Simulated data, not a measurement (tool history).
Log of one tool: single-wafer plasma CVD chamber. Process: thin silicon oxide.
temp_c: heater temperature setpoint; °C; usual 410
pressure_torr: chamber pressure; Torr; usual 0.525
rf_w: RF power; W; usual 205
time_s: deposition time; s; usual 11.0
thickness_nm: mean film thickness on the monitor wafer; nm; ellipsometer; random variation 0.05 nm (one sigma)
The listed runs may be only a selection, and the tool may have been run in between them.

run	hour	temp_c	pressure_torr	rf_w	time_s	wafers since the last listed run	hours since the last thermocouple change	hours since the last RF generator calibration	hours since the last manometer calibration	hours since the showerhead was replaced	hours since the gauge calibration	read-back reference wafer on the same gauge, thickness_nm	thickness_nm
1	0.0	410	0.525	205	11.0	0	2492.1	1133.4	1744.7	7051.5	392.2	11.686	10.613
2	13.6	410	0.525	205	11.0	649	2505.7	1147.0	1758.3	7065.1	405.8	11.700	10.571
3	29.5	410	0.525	205	11.0	759	2521.6	1162.9	1774.2	7081.0	421.7	11.700	10.523
# hour 37.1: gauge calibrated
4	62.4	416	0.525	205	11.0	1571	2554.5	1195.8	1807.1	7113.9	25.3	11.704	10.560
5	81.8	416	0.525	205	11.0	926	2573.9	1215.2	1826.5	7133.3	44.7	11.697	10.555
6	103.8	410	0.525	205	11.0	1051	2595.9	1237.2	1848.5	7155.3	66.7	11.704	10.558
7	131.6	420	0.525	205	11.0	1328	2623.7	1265.0	1876.3	7183.1	94.5	11.705	10.454
8	167.2	420	0.525	205	11.0	1700	2659.3	1300.6	1911.9	7218.7	130.1	11.697	10.450
9	180.0	420	0.525	205	11.0	611	2672.1	1313.4	1924.7	7231.5	142.9	11.716	10.552
# hour 201.3: capacitance manometer re-zeroed and calibrated
10	201.8	410	0.525	215	11.0	659	2693.9	1335.2	0.5	7253.3	164.7	11.703	10.791
11	225.6	410	0.525	215	11.0	1137	2717.7	1359.0	24.3	7277.1	188.5	11.704	10.723
12	241.3	410	0.589	205	11.0	750	2733.4	1374.7	40.0	7292.8	204.2	11.706	11.719
# hour 268.3: thermocouple changed; heater temperature recalibrated
13	278.9	410	0.589	205	11.0	1414	10.6	1412.3	77.6	7330.4	241.8	11.698	11.724
14	314.4	420	0.525	205	9.9	1696	46.1	1447.8	113.1	7365.9	277.3	11.709	9.331
15	335.7	415	0.590	175	13.1	1017	67.4	1469.1	134.4	7387.2	298.6	11.703	12.947
16	353.7	410	0.457	205	11.6	859	85.4	1487.1	152.4	7405.2	316.6	11.687	9.614
17	387.3	410	0.525	205	11.0	1605	119.0	1520.7	186.0	7438.8	350.2	11.709	10.446
18	402.5	410	0.457	205	11.6	726	134.2	1535.9	201.2	7454.0	365.4	11.698	9.508
# hour 422.8: RF generator calibrated
19	434.5	401	0.445	175	12.8	1146	166.2	11.7	233.2	7486.0	397.4	11.702	10.007
# hour 437.0: gauge calibrated
20	454.7	402	0.447	205	13.1	965	186.4	31.9	253.4	7506.2	17.7	11.695	11.118
# hour 467.5: showerhead replaced
21	469.7	410	0.525	205	11.0	334	201.4	46.9	268.4	2.2	32.7	11.697	10.854
22	485.7	420	0.417	245	9.1	764	217.4	62.9	284.4	18.2	48.7	11.703	7.681
23	510.8	421	0.633	205	11.0	1199	242.5	88.0	309.5	43.3	73.8	11.712	13.030
24	532.5	410	0.479	205	11.0	1036	264.2	109.7	331.2	65.0	95.5	11.695	9.846
25	558.6	402	0.633	205	11.0	1246	290.3	135.8	357.3	91.1	121.6	11.680	13.041
26	610.6	410	0.621	205	12.6	2484	342.3	187.8	409.3	143.1	173.6	11.701	14.633

Hidden state, per run?
wafer temperature above the value expected at the setpoint (K): 0 on each run
true pressure above the setpoint (%): 0 on each run
gauge reads high (%): 0 on each run
H1: delivered RF power above the setpoint (%)
run	H1
1	-4.95
2	-5.07
3	-5.21
4	-5.5
5	-5.68
6	-5.89
7	-6.15
8	-6.5
9	-6.63
10	-6.85
11	-7.09
12	-7.25
13	-7.65
14	-8.04
15	-8.28
16	-8.48
17	-8.87
18	-9.04
19	-0.0984
20	-0.102
21	-0.106
22	-0.113
23	-0.127
24	-0.144
25	-0.168
26	-0.232
